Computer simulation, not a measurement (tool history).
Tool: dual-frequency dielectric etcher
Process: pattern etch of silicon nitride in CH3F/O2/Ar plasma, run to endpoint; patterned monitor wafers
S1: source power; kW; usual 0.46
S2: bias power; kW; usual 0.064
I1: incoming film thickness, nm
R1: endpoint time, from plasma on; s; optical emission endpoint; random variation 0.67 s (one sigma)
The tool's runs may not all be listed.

run 1 hour=0 | S1=0.46 S2=0.064 | I1=48 | R1=75.9
run 2 hour=62.5 | S1=0.5 S2=0.064 | I1=48.53 | R1=74.4
run 3 hour=100.9 | S1=0.39 S2=0.068 | I1=48.57 | R1=80.1
run 4 hour=147.9 | S1=0.46 S2=0.064 | I1=48.56 | R1=76.8
run 5 hour=201.3 | S1=0.46 S2=0.064 | I1=48.38 | R1=77.9
run 6 hour=258.7 | S1=0.53 S2=0.064 | I1=48.93 | R1=74.7
run 7 hour=300.9 | S1=0.37 S2=0.064 | I1=47.46 | R1=81.1
run 8 hour=347.8 | S1=0.37 S2=0.064 | I1=48.16 | R1=83.2
run 9 hour=412.5 | S1=0.46 S2=0.064 | I1=47.57 | R1=74.7
run 10 hour=496.1 | S1=0.46 S2=0.064 | I1=48.06 | R1=74.7
run 11 hour=595.6 | S1=0.46 S2=0.064 | I1=48.22 | R1=75.5
run 12 hour=816.5 | S1=0.36 S2=0.05 | I1=48.13 | R1=94.5
run 13 hour=871.1 | S1=0.53 S2=0.058 | I1=47.85 | R1=80.1
run 14 hour=909.9 | S1=0.46 S2=0.075 | I1=48.35 | R1=80.1
run 15 hour=993.3 | S1=0.46 S2=0.064 | I1=48.52 | R1=77.7
run 16 hour=1094.6 | S1=0.46 S2=0.064 | I1=48.44 | R1=77.4
run 17 hour=1164.7 | S1=0.43 S2=0.051 | I1=48.53 | R1=81.8
run 18 hour=1253.7 | S1=0.42 S2=0.064 | I1=48.45 | R1=79.6
run 19 hour=1347 | S1=0.46 S2=0.064 | I1=48.31 | R1=75.8
run 20 hour=1384.9 | S1=0.55 S2=0.054 | I1=47.97 | R1=73.5
run 21 hour=1431.2 | S1=0.54 S2=0.053 | I1=48.25 | R1=73.9

Not shown: 6 entries that the log had between the listed runs. Between which runs, and how does the tool's hidden state differ before and after?
Between runs 3 and 4: wet clean of the chamber (hour 134.1)
  etch rate over this chamber's usual, %: 2.28 -> 0.475
  measured less the result without the state, R1: -1.8 -> -0.3 s
Between runs 11 and 12: source power generator calibrated (hour 614.1); upper electrode replaced (hour 716.8); wet clean of the chamber (hour 769.8); bias power generator calibrated (hour 816)
  etch rate over this chamber's usual, %: 2.94 -> -6.66
  measured less the result without the state, R1: -2.3 -> +6.3 s
Between runs 14 and 15: wet clean of the chamber, repeated, since the last time left the tool worse (hour 992.8)
  etch rate over this chamber's usual, %: -6.15 -> -0.403
  measured less the result without the state, R1: +5 -> +0.3 s

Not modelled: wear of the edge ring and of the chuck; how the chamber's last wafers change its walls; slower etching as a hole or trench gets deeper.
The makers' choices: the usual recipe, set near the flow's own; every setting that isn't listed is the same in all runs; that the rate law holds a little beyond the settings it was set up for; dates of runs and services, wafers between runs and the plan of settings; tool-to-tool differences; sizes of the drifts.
